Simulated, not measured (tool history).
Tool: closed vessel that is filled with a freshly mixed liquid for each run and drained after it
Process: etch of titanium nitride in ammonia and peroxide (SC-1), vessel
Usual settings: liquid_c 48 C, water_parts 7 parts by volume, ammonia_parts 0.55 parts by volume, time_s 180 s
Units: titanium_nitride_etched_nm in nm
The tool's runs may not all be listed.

run	hour	liquid_c	water_parts	ammonia_parts	time_s	read-back film thickness of the titanium nitride reference wafer, read on the same gauge (nm)	titanium_nitride_etched_nm
1	0	48	7	0.55	180	40.23	9.22
2	20.8	48	7	0.55	180	40.24	9.17
3	40	48	7	0.55	180	40.29	9.19
4	75.1	48	7	0.55	135	40.35	6.92
5	92.4	48	7	0.55	180	40.37	9.18
6	110	48	8.5	0.55	180	40.39	8.33
7	145.3	48	8.5	0.55	180	40.44	8.34
8	169.4	48	8.5	0.55	180	40.45	8.36
9	184.3	43.5	7	0.55	235	40.5	8.77
10	217	43.5	7	0.55	235	40.57	8.79
# hour 236.4: thermometer replaced
11	246.4	40.5	7	0.55	180	40.61	5.38
12	258.7	44	7	0.55	180	40.6	6.93
13	287.1	48	7	0.55	180	40.68	9.28
14	305.4	48	10	0.45	180	40.69	7.42
# hour 319.5: gauge calibrated
15	337.6	48	7	0.55	180	39.91	9.19
# hour 344.8: ammonia flow meter replaced
# hour 348.4: new drum of ammonia solution connected
16	351.1	42.5	10	0.55	270	39.92	7.6
17	384.4	48	7	0.55	120	40	6.13
18	409.5	48	7	0.55	180	40	9.08
19	434.8	45.5	7	0.4	180	40.05	7.26
20	448	48	7	0.55	180	40.08	9.2

Some steps in titanium_nitride_etched_nm between neighbouring runs. How much of each would the tool show without its hidden state too (settings, what came in, random variation), and how much is left for the hidden state, with any gauge scatter that isn't in both results?
The hidden state here: liquid colder than its thermometer reads (K); ammonia flow below the setpoint (%); ammonia solution weaker than its label (%); gauge reads high (%).
Run 4 -> 5: time_s 135 -> 180. titanium_nitride_etched_nm +2.26 nm: hidden state +0.04, all else +2.22.
Run 10 -> 11: liquid_c 43.5 -> 40.5, time_s 235 -> 180, thermometer replaced. titanium_nitride_etched_nm -3.41 nm: hidden state -0.04, all else -3.37.
Run 14 -> 15: water_parts 10 -> 7, ammonia_parts 0.45 -> 0.55, gauge calibrated. titanium_nitride_etched_nm +1.77 nm: hidden state -0.16, all else +1.93.
Run 17 -> 18: time_s 120 -> 180. titanium_nitride_etched_nm +2.95 nm: hidden state +0.01, all else +2.94.
